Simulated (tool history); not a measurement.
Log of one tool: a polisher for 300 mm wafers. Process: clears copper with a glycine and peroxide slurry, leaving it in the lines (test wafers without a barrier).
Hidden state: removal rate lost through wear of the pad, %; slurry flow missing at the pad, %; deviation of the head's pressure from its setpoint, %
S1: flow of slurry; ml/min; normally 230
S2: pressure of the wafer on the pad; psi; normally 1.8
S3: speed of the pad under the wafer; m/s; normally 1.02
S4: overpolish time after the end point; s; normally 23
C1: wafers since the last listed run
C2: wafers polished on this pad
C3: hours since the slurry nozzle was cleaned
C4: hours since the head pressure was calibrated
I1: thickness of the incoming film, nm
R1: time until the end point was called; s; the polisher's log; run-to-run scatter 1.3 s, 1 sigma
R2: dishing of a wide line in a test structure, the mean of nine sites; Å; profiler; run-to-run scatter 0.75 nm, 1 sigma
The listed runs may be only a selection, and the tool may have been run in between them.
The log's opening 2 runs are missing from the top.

run	day	S1	S2	S3	S4	C1	C2	C3	C4	I1	R1	R2
3	6.125	230	1.8	1.02	23	339	1018	220.9	1059.6	341.5	81.6	522
# day 7.683: head pressure recalibrated
4	7.862	230	1.8	1.02	23	209	1228	262.6	4.3	336.0	81.2	518
5	10.275	230	1.8	1.02	23	305	1534	320.5	62.2	340.5	82.5	514
6	14.233	260	1.6	1.02	23	501	2035	415.5	157.2	340.9	87.4	503
# day 14.450: worn pad replaced by a new one
# day 16.996: slurry nozzle cleaned
7	18.554	260	1.6	1.02	23	521	514	37.4	260.9	340.8	86.1	497
8	20.221	230	1.8	1.02	14	211	726	77.4	300.9	337.3	76.9	369
9	22.333	230	1.8	1.02	14	267	993	128.1	351.6	342.2	82.7	368
10	24.321	230	1.8	1.02	23	251	1245	175.8	399.3	338.9	80.6	524
11	26.212	230	1.8	1.02	23	239	1485	221.2	444.7	338.4	81.1	526
12	28.562	230	1.8	1.02	23	297	1783	277.6	501.1	335.4	81.4	517
# day 29.104: worn pad replaced by a new one
13	32.342	230	1.8	1.02	23	457	410	368.3	591.8	336.3	77.0	523
14	35.788	230	1.8	1.02	23	436	847	451.0	674.5	341.3	77.9	532
15	38.650	230	1.5	1.02	23	362	1209	519.7	743.2	343.5	89.9	493
16	40.671	230	1.8	1.02	23	256	1466	568.2	791.7	335.9	82.2	528
# day 41.983: slurry nozzle cleaned
17	44.658	230	1.8	1.02	23	500	1966	64.2	887.4	335.1	81.5	521

The next listed run, before its measurement:
# day 46.746: worn pad replaced by a new one
18	47.383	230	1.8	1.26	23	324	80	129.6	952.8	342.7	?	?

{"run 18": {"R1": 65.6, "R2": 579}}
Were there no unlogged condition in the tool, this run, its random variation unchanged, would have produced R1 64.3 s, R2 586 Å.

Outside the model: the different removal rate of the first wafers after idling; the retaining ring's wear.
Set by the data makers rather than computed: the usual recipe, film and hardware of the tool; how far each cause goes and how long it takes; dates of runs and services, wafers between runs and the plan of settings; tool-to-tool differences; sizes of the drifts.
